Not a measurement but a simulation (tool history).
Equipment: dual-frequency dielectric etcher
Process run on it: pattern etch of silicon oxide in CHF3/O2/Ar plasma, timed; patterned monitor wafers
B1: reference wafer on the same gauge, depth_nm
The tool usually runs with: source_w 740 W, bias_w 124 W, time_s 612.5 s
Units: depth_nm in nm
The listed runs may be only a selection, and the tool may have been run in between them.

{"run": 1, "hour": 0.0, "source_w": 690, "bias_w": 124, "time_s": 715, "B1": 1069.3, "depth_nm": 1374.5}
{"run": 2, "hour": 61.6, "source_w": 740, "bias_w": 124, "time_s": 612.5, "B1": 1070.9, "depth_nm": 1216.3}
{"run": 3, "hour": 115.2, "source_w": 740, "bias_w": 124, "time_s": 612.5, "B1": 1069.6, "depth_nm": 1210.7}
{"run": 4, "hour": 172.8, "source_w": 740, "bias_w": 124, "time_s": 612.5, "B1": 1070.8, "depth_nm": 1209.5}
{"hour": 199.0, "done": "bias power generator calibrated"}
{"run": 5, "hour": 205.1, "source_w": 740, "bias_w": 124, "time_s": 612.5, "B1": 1071, "depth_nm": 1207.4}
{"hour": 210.8, "done": "gauge calibrated"}
{"run": 6, "hour": 258.0, "source_w": 740, "bias_w": 124, "time_s": 536, "B1": 1070.6, "depth_nm": 1059.4}
{"run": 7, "hour": 329.7, "source_w": 740, "bias_w": 124, "time_s": 612.5, "B1": 1071.1, "depth_nm": 1203}
{"run": 8, "hour": 398.7, "source_w": 740, "bias_w": 124, "time_s": 612.5, "B1": 1069.7, "depth_nm": 1208.5}
{"run": 9, "hour": 431.6, "source_w": 740, "bias_w": 124, "time_s": 612.5, "B1": 1069.5, "depth_nm": 1197.9}
{"run": 10, "hour": 467.2, "source_w": 740, "bias_w": 124, "time_s": 532, "B1": 1071.4, "depth_nm": 1042.9}
{"run": 11, "hour": 523.3, "source_w": 740, "bias_w": 124, "time_s": 612.5, "B1": 1070.7, "depth_nm": 1208.7}
{"hour": 550.1, "done": "source power generator calibrated"}
{"hour": 595.7, "done": "wet clean of the chamber"}
{"run": 12, "hour": 621.3, "source_w": 740, "bias_w": 124, "time_s": 612.5, "B1": 1068.4, "depth_nm": 1230}
{"run": 13, "hour": 691.1, "source_w": 740, "bias_w": 124, "time_s": 612.5, "B1": 1070.6, "depth_nm": 1239.3}
{"run": 14, "hour": 733.9, "source_w": 740, "bias_w": 124, "time_s": 612.5, "B1": 1070.6, "depth_nm": 1232}
{"run": 15, "hour": 778.9, "source_w": 740, "bias_w": 150, "time_s": 612.5, "B1": 1069.9, "depth_nm": 1348.7}
{"run": 16, "hour": 804.0, "source_w": 740, "bias_w": 151, "time_s": 730, "B1": 1071.7, "depth_nm": 1611.8}
{"hour": 829.5, "done": "upper electrode replaced"}
{"run": 17, "hour": 835.6, "source_w": 900, "bias_w": 124, "time_s": 784, "B1": 1070.4, "depth_nm": 1692.4}
{"run": 18, "hour": 885.1, "source_w": 740, "bias_w": 124, "time_s": 704.5, "B1": 1071.3, "depth_nm": 1413.5}
{"run": 19, "hour": 926.8, "source_w": 660, "bias_w": 147, "time_s": 490, "B1": 1070.6, "depth_nm": 1021.3}
{"run": 20, "hour": 953.2, "source_w": 910, "bias_w": 152, "time_s": 612.5, "B1": 1069.5, "depth_nm": 1460}
{"hour": 1106.5, "done": "gauge calibrated"}
{"run": 21, "hour": 1118.2, "source_w": 740, "bias_w": 93, "time_s": 612.5, "B1": 1071.1, "depth_nm": 1058.9}
{"hour": 1169.8, "done": "wet clean of the chamber"}
{"run": 22, "hour": 1181.3, "source_w": 580, "bias_w": 124, "time_s": 612.5, "B1": 1070.9, "depth_nm": 1122.4}
{"run": 23, "hour": 1244.5, "source_w": 740, "bias_w": 143, "time_s": 699.5, "B1": 1070.2, "depth_nm": 1497.6}
{"run": 24, "hour": 1311.0, "source_w": 920, "bias_w": 124, "time_s": 612.5, "B1": 1069.6, "depth_nm": 1329.7}
{"run": 25, "hour": 1341.3, "source_w": 740, "bias_w": 124, "time_s": 612.5, "B1": 1072.4, "depth_nm": 1222.4}
{"run": 26, "hour": 1402.8, "source_w": 850, "bias_w": 124, "time_s": 550, "B1": 1071.2, "depth_nm": 1161.7}
{"run": 27, "hour": 1444.0, "source_w": 660, "bias_w": 124, "time_s": 518.5, "B1": 1071.1, "depth_nm": 988}
{"run": 28, "hour": 1487.5, "source_w": 630, "bias_w": 124, "time_s": 704.5, "B1": 1069.9, "depth_nm": 1324.7}

Forecast each of these 5 alternatives for the next run:
{"run": "A", "hour": 1488.1, "source_w": 740, "bias_w": 124, "time_s": 612.5, "B1": "?", "depth_nm": "?"}
{"run": "B", "hour": 1488.1, "source_w": 740, "bias_w": 124, "time_s": 552.5, "B1": "?", "depth_nm": "?"}
{"run": "C", "hour": 1488.1, "source_w": 740, "bias_w": 151, "time_s": 533.5, "B1": "?", "depth_nm": "?"}
{"run": "D", "hour": 1488.1, "source_w": 860, "bias_w": 110, "time_s": 767.5, "B1": "?", "depth_nm": "?"}
{"run": "E", "hour": 1488.1, "source_w": 870, "bias_w": 124, "time_s": 612.5, "B1": "?", "depth_nm": "?"}

run=A B1=1069.8 depth_nm=1224.5
run=B B1=1069.8 depth_nm=1104.6
run=C B1=1069.8 depth_nm=1172.2
run=D B1=1069.8 depth_nm=1531.8
run=E B1=1069.8 depth_nm=1301.7
Without the tool's hidden state the same runs would have given:
run=A depth_nm=1231.7
run=B depth_nm=1111
run=C depth_nm=1178.9
run=D depth_nm=1540.9
run=E depth_nm=1309.3
